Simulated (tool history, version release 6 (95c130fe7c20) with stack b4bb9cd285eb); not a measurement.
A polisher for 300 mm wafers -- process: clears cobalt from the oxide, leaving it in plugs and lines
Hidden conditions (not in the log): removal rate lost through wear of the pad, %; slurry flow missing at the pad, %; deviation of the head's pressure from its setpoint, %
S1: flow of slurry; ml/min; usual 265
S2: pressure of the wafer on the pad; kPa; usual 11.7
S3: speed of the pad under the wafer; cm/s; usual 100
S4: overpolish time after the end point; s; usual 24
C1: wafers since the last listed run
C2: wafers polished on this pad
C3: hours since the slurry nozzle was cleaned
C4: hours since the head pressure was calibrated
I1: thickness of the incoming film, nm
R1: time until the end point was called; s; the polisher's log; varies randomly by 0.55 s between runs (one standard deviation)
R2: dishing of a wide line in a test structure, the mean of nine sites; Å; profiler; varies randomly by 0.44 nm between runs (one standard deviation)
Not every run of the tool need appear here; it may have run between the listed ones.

Run 1, hour 0: usual settings; C1 0; C2 1096; C3 229.7; C4 326.4; I1 292. Result: R1 65 s, R2 427 Å.
Run 2, hour 20.4: usual settings; C1 252; C2 1348; C3 250.1; C4 346.8; I1 291.7. Result: R1 65.1 s, R2 428 Å.
At hour 39.9: worn pad replaced by a new one.
Run 3, hour 43.1: usual settings but S2 13.1 kPa; C1 231; C2 39; C3 272.8; C4 369.5; I1 291.9. Result: R1 55.2 s, R2 457 Å.
Run 4, hour 73.4: usual settings but S2 13.1 kPa; C1 374; C2 414; C3 303.1; C4 399.8; I1 295.6. Result: R1 56.3 s, R2 449 Å.
Run 5, hour 86.9: usual settings; C1 166; C2 580; C3 316.6; C4 413.3; I1 292.8. Result: R1 64.6 s, R2 435 Å.
Run 6, hour 113.2: usual settings; C1 324; C2 905; C3 342.9; C4 439.6; I1 290. Result: R1 63.5 s, R2 437 Å.
Run 7, hour 143.6: usual settings but S2 14.5 kPa, S3 80 cm/s; C1 375; C2 1281; C3 373.3; C4 470; I1 294.1. Result: R1 65.5 s, R2 426 Å.
At hour 160.2: worn pad replaced by a new one.
Run 8, hour 165.5: usual settings but S2 14.5 kPa, S3 80 cm/s; C1 221; C2 65; C3 395.2; C4 491.9; I1 292. Result: R1 61.3 s, R2 437 Å.
Run 9, hour 178.9: usual settings; C1 165; C2 230; C3 408.6; C4 505.3; I1 295.2. Result: R1 63.2 s, R2 441 Å.
Run 10, hour 213.7: usual settings; C1 430; C2 660; C3 443.4; C4 540.1; I1 291.4. Result: R1 64.9 s, R2 434 Å.
At hour 229.3: head pressure recalibrated.
Run 11, hour 229.8: usual settings; C1 174; C2 835; C3 459.5; C4 0.5; I1 291.9. Result: R1 64.6 s, R2 431 Å.
Run 12, hour 249.7: usual settings; C1 245; C2 1081; C3 479.4; C4 20.4; I1 298.3. Result: R1 66.5 s, R2 432 Å.
Run 13, hour 263.7: usual settings; C1 172; C2 1254; C3 493.4; C4 34.4; I1 300.4. Result: R1 67.6 s, R2 434 Å.
At hour 282.1: worn pad replaced by a new one.
Run 14, hour 282.6: usual settings but S2 9.7 kPa; C1 184; C2 6; C3 512.3; C4 53.3; I1 292.4. Result: R1 73.5 s, R2 417 Å.
Run 15, hour 314.3: usual settings but S1 235 ml/min; C1 391; C2 397; C3 544; C4 85; I1 294.7. Result: R1 64 s, R2 434 Å.
Run 16, hour 338.1: usual settings; C1 294; C2 691; C3 567.8; C4 108.8; I1 300.5. Result: R1 65.4 s, R2 436 Å.
At hour 358.8: slurry nozzle cleaned.
Run 17, hour 369.9: usual settings but S1 195 ml/min, S3 114 cm/s; C1 380; C2 1072; C3 11.1; C4 140.6; I1 294.4. Result: R1 59.4 s, R2 433 Å.
Run 18, hour 391.8: usual settings but S1 205 ml/min, S3 68 cm/s, S4 17 s; C1 270; C2 1343; C3 33; C4 162.5; I1 293.5. Result: R1 94.7 s, R2 306 Å.
Run 19, hour 427.8: usual settings but S1 305 ml/min, S2 14.5 kPa, S3 130 cm/s, S4 31 s; C1 444; C2 1787; C3 69; C4 198.5; I1 294.5. Result: R1 41.2 s, R2 498 Å.
At hour 432: worn pad replaced by a new one.
Run 20, hour 457.4: usual settings; C1 316; C2 314; C3 98.6; C4 228.1; I1 292. Result: R1 62.1 s, R2 431 Å.
Run 21, hour 483.8: usual settings; C1 326; C2 640; C3 125; C4 254.5; I1 291.6. Result: R1 63.7 s, R2 436 Å.
Run 22, hour 508.5: usual settings but S1 190 ml/min, S3 90 cm/s, S4 12 s; C1 305; C2 945; C3 149.7; C4 279.2; I1 297.3. Result: R1 74.7 s, R2 292 Å.
Run 23, hour 542.1: usual settings but S3 74 cm/s; C1 415; C2 1360; C3 183.3; C4 312.8; I1 290.5. Result: R1 86.2 s, R2 389 Å.
Run 24, hour 562.9: usual settings; C1 257; C2 1617; C3 204.1; C4 333.6; I1 293.7. Result: R1 65.2 s, R2 434 Å.
At hour 570.8: worn pad replaced by a new one.
Run 25, hour 578: usual settings but S1 230 ml/min; C1 137; C2 89; C3 219.2; C4 348.7; I1 294.4. Result: R1 63.1 s, R2 439 Å.
Run 26, hour 612.5: usual settings but S1 195 ml/min, S3 82 cm/s, S4 28 s; C1 426; C2 515; C3 253.7; C4 383.2; I1 295.2. Result: R1 79.7 s, R2 421 Å.
Run 27, hour 631.2: usual settings but S1 200 ml/min, S3 110 cm/s; C1 231; C2 746; C3 272.4; C4 401.9; I1 294.1. Result: R1 61.3 s, R2 440 Å.
Run 28, hour 657.4: usual settings but S1 315 ml/min, S4 11 s; C1 323; C2 1070; C3 298.6; C4 428.1; I1 294.5. Result: R1 65.8 s, R2 299 Å.

Below are 3 alternative next runs, each starting from the tool's condition after run 28. Predict each:
Run A, hour 657.9: usual settings; C1 6; C2 1076; C3 299.1; C4 428.6; I1 295.6. Result: R1 ?, R2 ?.
Run B, hour 657.9: usual settings but S3 120 cm/s; C1 6; C2 1076; C3 299.1; C4 428.6; I1 295.6. Result: R1 ?, R2 ?.
Run C, hour 657.9: usual settings but S1 345 ml/min, S3 80 cm/s, S4 34 s; C1 6; C2 1076; C3 299.1; C4 428.6; I1 295.6. Result: R1 ?, R2 ?.

run    R1   R2
  A  66.2  440
  B  55.9  462
  C  79.1  464
Without the tool's unlogged condition, the same runs would have read:
run    R1   R2
  A  61.1  451
  B  51.6  471
  C    73  474
